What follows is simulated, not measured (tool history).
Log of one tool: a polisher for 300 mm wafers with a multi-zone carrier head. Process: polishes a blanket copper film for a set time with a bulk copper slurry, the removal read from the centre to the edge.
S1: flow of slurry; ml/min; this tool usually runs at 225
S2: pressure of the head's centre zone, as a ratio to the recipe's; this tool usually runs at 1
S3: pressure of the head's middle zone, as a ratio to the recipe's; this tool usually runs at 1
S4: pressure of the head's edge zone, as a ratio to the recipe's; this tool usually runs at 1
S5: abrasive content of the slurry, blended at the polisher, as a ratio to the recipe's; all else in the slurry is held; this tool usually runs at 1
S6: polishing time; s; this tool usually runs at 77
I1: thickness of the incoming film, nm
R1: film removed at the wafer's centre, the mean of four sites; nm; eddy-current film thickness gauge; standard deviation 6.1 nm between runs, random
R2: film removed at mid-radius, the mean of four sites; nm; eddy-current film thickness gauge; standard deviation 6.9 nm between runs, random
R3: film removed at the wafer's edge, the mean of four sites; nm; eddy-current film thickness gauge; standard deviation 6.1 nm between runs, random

Run 1, hour 0: usual settings but S3 0.93, S4 0.95; I1 2452.6. Result: R1 518.6 nm, R2 491 nm, R3 478 nm.
Run 2, hour 10.7: usual settings but S3 0.93, S4 0.95; I1 2413.9. Result: R1 501.3 nm, R2 484.1 nm, R3 487.2 nm.
Run 3, hour 21.4: usual settings but S3 0.93, S4 0.95; I1 2403. Result: R1 517.1 nm, R2 485.8 nm, R3 502.2 nm.
Run 4, hour 32.6: usual settings but S4 1.03; I1 2479. Result: R1 513.7 nm, R2 508.1 nm, R3 510.2 nm.
Run 5, hour 49.6: usual settings but S4 1.03; I1 2405.6. Result: R1 499.7 nm, R2 509.4 nm, R3 514.2 nm.
Run 6, hour 67.5: usual settings but S4 1.03; I1 2469.2. Result: R1 520.7 nm, R2 518.9 nm, R3 493.7 nm.
At hour 75.1: centre zone pressure recalibrated.
Run 7, hour 75.8: usual settings but S6 64 s; I1 2403.6. Result: R1 425.8 nm, R2 422.3 nm, R3 408.6 nm.
At hour 92.2: worn pad replaced by a new one.
Run 8, hour 93.4: usual settings but S6 64 s; I1 2406.8. Result: R1 428.6 nm, R2 421.7 nm, R3 422.4 nm.
Run 9, hour 100.2: usual settings but S2 0.89, S3 1.07, S6 54 s; I1 2416.2. Result: R1 318.5 nm, R2 371.3 nm, R3 350.6 nm.
At hour 103.2: edge zone pressure recalibrated.
At hour 119.9: carrier head's membrane replaced by a new one.
Run 10, hour 120.4: usual settings but S5 0.85; I1 2427. Result: R1 489.6 nm, R2 497 nm, R3 480.2 nm.
At hour 134.3: slurry nozzle cleaned.
Run 11, hour 147.2: usual settings but S2 1.12, S4 1.06; I1 2461.5. Result: R1 539.8 nm, R2 479.8 nm, R3 484.6 nm.
Run 12, hour 157.5: usual settings but S2 1.11, S5 1.2; I1 2436.2. Result: R1 538.4 nm, R2 491.2 nm, R3 477.2 nm.
At hour 160.7: slurry nozzle cleaned, repeated, since the last time left the tool worse.
Run 13, hour 165.6: usual settings; I1 2430.1. Result: R1 533.7 nm, R2 537.6 nm, R3 509.3 nm.
Run 14, hour 177.1: usual settings; I1 2464.8. Result: R1 530.3 nm, R2 523.6 nm, R3 509.6 nm.
Run 15, hour 186.2: usual settings but S1 195 ml/min; I1 2448.2. Result: R1 523 nm, R2 508.7 nm, R3 494.5 nm.
Run 16, hour 192.3: usual settings but S3 1.05, S4 0.89, S5 0.9; I1 2424.9. Result: R1 517.8 nm, R2 542.6 nm, R3 463.6 nm.

Consider 5 possible next runs. They are alternatives, not a sequence: every one starts from the tool as it was left by run 16. What does each give?
Run A, hour 192.7: usual settings but S3 1.11; I1 2442.8. Result: R1 ?, R2 ?, R3 ?.
Run B, hour 192.7: usual settings but S4 0.96; I1 2442.8. Result: R1 ?, R2 ?, R3 ?.
Run C, hour 192.7: usual settings but S5 0.75; I1 2442.8. Result: R1 ?, R2 ?, R3 ?.
Run D, hour 192.7: usual settings but S2 1.06, S3 0.91, S5 0.8, S6 87 s; I1 2442.8. Result: R1 ?, R2 ?, R3 ?.
Run E, hour 192.7: usual settings but S3 1.1; I1 2442.8. Result: R1 ?, R2 ?, R3 ?.

run     R1     R2     R3
  A  517.6  567.2  507.9
  B  517.3    525  498.7
  C  485.7    493  477.6
  D  589.9  527.6  547.8
  E  517.6  563.4    508
What these runs would have given with no unlogged condition in the tool:
run     R1     R2     R3
  A  526.1  575.6  513.5
  B  525.7  532.8  504.2
  C  493.7  500.3  482.8
  D  599.5  535.3  553.8
  E  526.1  571.7  513.6
